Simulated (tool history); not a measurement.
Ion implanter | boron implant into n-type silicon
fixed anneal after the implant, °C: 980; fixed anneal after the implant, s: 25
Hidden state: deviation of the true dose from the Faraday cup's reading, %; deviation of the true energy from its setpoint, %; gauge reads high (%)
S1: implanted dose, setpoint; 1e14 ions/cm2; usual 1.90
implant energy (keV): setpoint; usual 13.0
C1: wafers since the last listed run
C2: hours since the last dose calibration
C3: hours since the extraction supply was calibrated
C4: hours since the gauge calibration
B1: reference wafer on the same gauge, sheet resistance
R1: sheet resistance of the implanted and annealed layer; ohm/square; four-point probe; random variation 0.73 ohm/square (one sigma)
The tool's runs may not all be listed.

run 1 hour=0.0 | S1=1.70 implant_energy_(keV)=13.0 | C1=0 C2=1607.0 C3=6029.3 C4=41.1 | B1=575.30 | R1=531.21
run 2 hour=10.3 | S1=1.90 implant_energy_(keV)=13.0 | C1=184 C2=1617.3 C3=6039.6 C4=51.4 | B1=575.25 | R1=486.69
run 3 hour=28.3 | S1=1.90 implant_energy_(keV)=13.0 | C1=322 C2=1635.3 C3=6057.6 C4=69.4 | B1=574.96 | R1=487.53
run 4 hour=39.5 | S1=1.90 implant_energy_(keV)=13.0 | C1=200 C2=1646.5 C3=6068.8 C4=80.6 | B1=575.12 | R1=486.38
run 5 hour=47.8 | S1=2.04 implant_energy_(keV)=15.5 | C1=148 C2=1654.8 C3=6077.1 C4=88.9 | B1=574.73 | R1=450.66
run 6 hour=64.1 | S1=1.90 implant_energy_(keV)=13.0 | C1=292 C2=1671.1 C3=6093.4 C4=105.2 | B1=574.66 | R1=487.65
run 7 hour=75.5 | S1=1.90 implant_energy_(keV)=13.0 | C1=204 C2=1682.5 C3=6104.8 C4=116.6 | B1=574.85 | R1=488.24
-- hour=82.1 gauge calibrated
run 8 hour=84.7 | S1=1.57 implant_energy_(keV)=13.0 | C1=164 C2=1691.7 C3=6114.0 C4=2.6 | B1=574.87 | R1=564.37
run 9 hour=100.4 | S1=1.57 implant_energy_(keV)=16.5 | C1=281 C2=1707.4 C3=6129.7 C4=18.3 | B1=575.34 | R1=548.04
run 10 hour=115.3 | S1=1.35 implant_energy_(keV)=17.5 | C1=267 C2=1722.3 C3=6144.6 C4=33.2 | B1=575.18 | R1=606.50
run 11 hour=129.4 | S1=1.90 implant_energy_(keV)=15.5 | C1=252 C2=1736.4 C3=6158.7 C4=47.3 | B1=575.16 | R1=476.34
-- hour=138.6 Faraday cup replaced and dose calibrated
-- hour=143.0 extraction supply calibrated
run 12 hour=143.5 | S1=1.90 implant_energy_(keV)=9.0 | C1=29 C2=4.9 C3=0.5 C4=61.4 | B1=575.30 | R1=507.61
run 13 hour=149.8 | S1=2.41 implant_energy_(keV)=15.5 | C1=112 C2=11.2 C3=6.8 C4=67.7 | B1=574.48 | R1=396.64
run 14 hour=165.5 | S1=1.90 implant_energy_(keV)=13.0 | C1=281 C2=26.9 C3=22.5 C4=83.4 | B1=574.74 | R1=487.88
run 15 hour=171.7 | S1=2.45 implant_energy_(keV)=9.5 | C1=111 C2=33.1 C3=28.7 C4=89.6 | B1=574.97 | R1=412.03
run 16 hour=182.4 | S1=1.90 implant_energy_(keV)=13.0 | C1=191 C2=43.8 C3=39.4 C4=100.3 | B1=575.25 | R1=486.12

3 ways to go on from here, each from the tool as it stands after run 16. What would each give?
run A hour=182.8 | S1=1.90 implant_energy_(keV)=8.5 | C1=7 C2=44.2 C3=39.8 C4=100.7 | B1=? | R1=?
run B hour=182.8 | S1=1.45 implant_energy_(keV)=11.5 | C1=7 C2=44.2 C3=39.8 C4=100.7 | B1=? | R1=?
run C hour=182.8 | S1=1.50 implant_energy_(keV)=10.5 | C1=7 C2=44.2 C3=39.8 C4=100.7 | B1=? | R1=?

run=A B1=575.31 R1=511.55
run=B B1=575.31 R1=610.57
run=C B1=575.31 R1=601.43
Without the tool's hidden state the same runs would have given:
run=A R1=511.55
run=B R1=610.57
run=C R1=601.43

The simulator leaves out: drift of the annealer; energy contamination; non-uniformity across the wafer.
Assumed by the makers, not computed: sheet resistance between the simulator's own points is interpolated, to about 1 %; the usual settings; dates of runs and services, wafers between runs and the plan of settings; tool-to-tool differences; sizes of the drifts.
